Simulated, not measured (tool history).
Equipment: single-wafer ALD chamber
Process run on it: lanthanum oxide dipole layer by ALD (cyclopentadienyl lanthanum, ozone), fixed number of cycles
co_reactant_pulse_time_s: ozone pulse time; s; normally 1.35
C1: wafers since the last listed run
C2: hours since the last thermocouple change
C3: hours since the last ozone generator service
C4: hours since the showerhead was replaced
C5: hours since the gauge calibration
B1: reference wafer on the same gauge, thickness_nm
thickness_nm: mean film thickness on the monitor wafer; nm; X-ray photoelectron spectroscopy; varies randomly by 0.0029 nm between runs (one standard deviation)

{"run": 1, "hour": 0.0, "co_reactant_pulse_time_s": 1.35, "C1": 0, "C2": 429, "C3": 66.1, "C4": 1147, "C5": 1293.3, "B1": 0.624, "thickness_nm": 0.535}
{"run": 2, "hour": 80.5, "co_reactant_pulse_time_s": 1.35, "C1": 1225, "C2": 509.5, "C3": 146.6, "C4": 1227.5, "C5": 1373.8, "B1": 0.623, "thickness_nm": 0.535}
{"run": 3, "hour": 160.5, "co_reactant_pulse_time_s": 1.35, "C1": 1218, "C2": 589.5, "C3": 226.6, "C4": 1307.5, "C5": 1453.8, "B1": 0.623, "thickness_nm": 0.539}
{"run": 4, "hour": 246.9, "co_reactant_pulse_time_s": 1.35, "C1": 1315, "C2": 675.9, "C3": 313, "C4": 1393.9, "C5": 1540.2, "B1": 0.623, "thickness_nm": 0.539}
{"run": 5, "hour": 318.9, "co_reactant_pulse_time_s": 1.35, "C1": 1096, "C2": 747.9, "C3": 385, "C4": 1465.9, "C5": 1612.2, "B1": 0.622, "thickness_nm": 0.536}
{"run": 6, "hour": 383.7, "co_reactant_pulse_time_s": 1.35, "C1": 986, "C2": 812.7, "C3": 449.8, "C4": 1530.7, "C5": 1677, "B1": 0.621, "thickness_nm": 0.531}
{"run": 7, "hour": 489.2, "co_reactant_pulse_time_s": 1.71, "C1": 1606, "C2": 918.2, "C3": 555.3, "C4": 1636.2, "C5": 1782.5, "B1": 0.623, "thickness_nm": 0.559}
{"run": 8, "hour": 582.1, "co_reactant_pulse_time_s": 1.08, "C1": 1414, "C2": 1011.1, "C3": 648.2, "C4": 1729.1, "C5": 1875.4, "B1": 0.623, "thickness_nm": 0.51}
{"run": 9, "hour": 656.2, "co_reactant_pulse_time_s": 1.08, "C1": 1128, "C2": 1085.2, "C3": 722.3, "C4": 1803.2, "C5": 1949.5, "B1": 0.622, "thickness_nm": 0.508}
{"run": 10, "hour": 720.5, "co_reactant_pulse_time_s": 1.35, "C1": 979, "C2": 1149.5, "C3": 786.6, "C4": 1867.5, "C5": 2013.8, "B1": 0.623, "thickness_nm": 0.535}
{"run": 11, "hour": 817.3, "co_reactant_pulse_time_s": 1.35, "C1": 1474, "C2": 1246.3, "C3": 883.4, "C4": 1964.3, "C5": 2110.6, "B1": 0.622, "thickness_nm": 0.534}
{"run": 12, "hour": 921.1, "co_reactant_pulse_time_s": 1.35, "C1": 1580, "C2": 1350.1, "C3": 987.2, "C4": 2068.1, "C5": 2214.4, "B1": 0.625, "thickness_nm": 0.53}
{"run": 13, "hour": 1023.0, "co_reactant_pulse_time_s": 1.65, "C1": 1551, "C2": 1452, "C3": 1089.1, "C4": 2170, "C5": 2316.3, "B1": 0.623, "thickness_nm": 0.546}
{"run": 14, "hour": 1084.1, "co_reactant_pulse_time_s": 1.65, "C1": 930, "C2": 1513.1, "C3": 1150.2, "C4": 2231.1, "C5": 2377.4, "B1": 0.622, "thickness_nm": 0.543}
{"run": 15, "hour": 1127.4, "co_reactant_pulse_time_s": 1.65, "C1": 659, "C2": 1556.4, "C3": 1193.5, "C4": 2274.4, "C5": 2420.7, "B1": 0.622, "thickness_nm": 0.546}
{"hour": 1144.2, "done": "thermocouple changed; heater temperature recalibrated"}
{"run": 16, "hour": 1186.1, "co_reactant_pulse_time_s": 1.09, "C1": 772, "C2": 41.9, "C3": 1252.2, "C4": 2333.1, "C5": 2479.4, "B1": 0.623, "thickness_nm": 0.504}
{"hour": 1227.4, "done": "gauge calibrated"}
{"run": 17, "hour": 1256.4, "co_reactant_pulse_time_s": 1.35, "C1": 1070, "C2": 112.2, "C3": 1322.5, "C4": 2403.4, "C5": 29, "B1": 0.623, "thickness_nm": 0.529}
{"run": 18, "hour": 1342.0, "co_reactant_pulse_time_s": 1.35, "C1": 1303, "C2": 197.8, "C3": 1408.1, "C4": 2489, "C5": 114.6, "B1": 0.623, "thickness_nm": 0.532}
{"hour": 1364.4, "done": "ozone generator serviced"}
{"run": 19, "hour": 1388.3, "co_reactant_pulse_time_s": 1.56, "C1": 583, "C2": 244.1, "C3": 23.9, "C4": 2535.3, "C5": 160.9, "B1": 0.624, "thickness_nm": 0.551}

Forecast run 20:
{"run": 20, "hour": 1454.2, "co_reactant_pulse_time_s": 0.93, "C1": 1003, "C2": 310, "C3": 89.8, "C4": 2601.2, "C5": 226.8, "B1": "?", "thickness_nm": "?"}

B1: 0.622
thickness_nm: 0.501 nm
With no hidden state in the tool, this same run would have given thickness_nm 0.503 nm.
